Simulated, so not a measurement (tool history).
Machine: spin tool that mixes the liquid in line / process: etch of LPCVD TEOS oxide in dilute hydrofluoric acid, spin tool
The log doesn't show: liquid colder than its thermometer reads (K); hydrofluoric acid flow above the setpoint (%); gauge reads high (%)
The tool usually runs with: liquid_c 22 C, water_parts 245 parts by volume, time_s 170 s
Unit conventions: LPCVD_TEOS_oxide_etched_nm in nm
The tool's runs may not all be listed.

run	hour	liquid_c	water_parts	time_s	wafers since the last listed run	hours since the thermometer was replaced	hours since the hydrofluoric acid flow meter was replaced	hours since the gauge calibration	read-back film thickness of the LPCVD TEOS oxide reference wafer, read on the same gauge (nm)	LPCVD_TEOS_oxide_etched_nm
1	0	22	245	170	0	328.2	129.6	943.7	99.98	9.76
2	61.4	22	245	170	321	389.6	191	1005.1	99.98	9.69
3	129.5	22	245	170	356	457.7	259.1	1073.2	100.01	9.72
4	236.4	22	245	170	559	564.6	366	1180.1	99.99	9.54
5	300.6	23	245	170	335	628.8	430.2	1244.3	100.02	10.17
6	365.5	23	245	170	339	693.7	495.1	1309.2	100.01	9.93
# hour 472.2: thermometer replaced
7	540.5	22	245	170	909	68.3	670.1	1484.2	100.01	9.45
8	596.9	22	245	170	294	124.7	726.5	1540.6	99.98	9.76
9	652.9	22	280	170	292	180.7	782.5	1596.6	100.01	8.09
10	712	22	280	170	309	239.8	841.6	1655.7	99.98	8.21
11	815.4	25	205	145	540	343.2	945	1759.1	99.99	11.69
12	898.5	25.5	300	200	434	426.3	1028.1	1842.2	99.95	9.97
13	969.5	22	175	170	371	497.3	1099.1	1913.2	100.01	14.52
# hour 1004.5: gauge calibrated
14	1041.1	22	245	170	374	568.9	1170.7	36.6	100.01	9.69
15	1088.9	22	245	170	249	616.7	1218.5	84.4	100	9.6
# hour 1096.8: thermometer replaced
# hour 1100: hydrofluoric acid flow meter replaced
16	1180.1	23.5	280	125	466	83.3	80.1	175.6	100	6.43
17	1275.7	22	245	170	499	178.9	175.7	271.2	100.01	9.63
18	1355.9	22	245	170	419	259.1	255.9	351.4	99.99	9.75
19	1443	20.5	360	230	455	346.2	343	438.5	99.99	7.57
20	1518.6	22	320	170	395	421.8	418.6	514.1	100.01	6.9
21	1564.5	18	190	230	240	467.7	464.5	560	100.02	15.27

Predict each of these 5 candidate next runs independently; none follows another, all start after run 21:
A	1565	22	245	170	2	468.2	465	560.5	?	?
B	1565	22	245	130	2	468.2	465	560.5	?	?
C	1565	20.5	335	195	2	468.2	465	560.5	?	?
D	1565	22	290	170	2	468.2	465	560.5	?	?
E	1565	18	215	230	2	468.2	465	560.5	?	?

run	read-back film thickness of the LPCVD TEOS oxide reference wafer, read on the same gauge (nm)	LPCVD_TEOS_oxide_etched_nm
A	99.98	9.69
B	99.98	7.41
C	99.98	7.08
D	99.98	7.84
E	99.98	13.21
Without the tool's unlogged condition, the same runs would have read:
run	LPCVD_TEOS_oxide_etched_nm
A	9.69
B	7.41
C	7.08
D	7.84
E	13.21
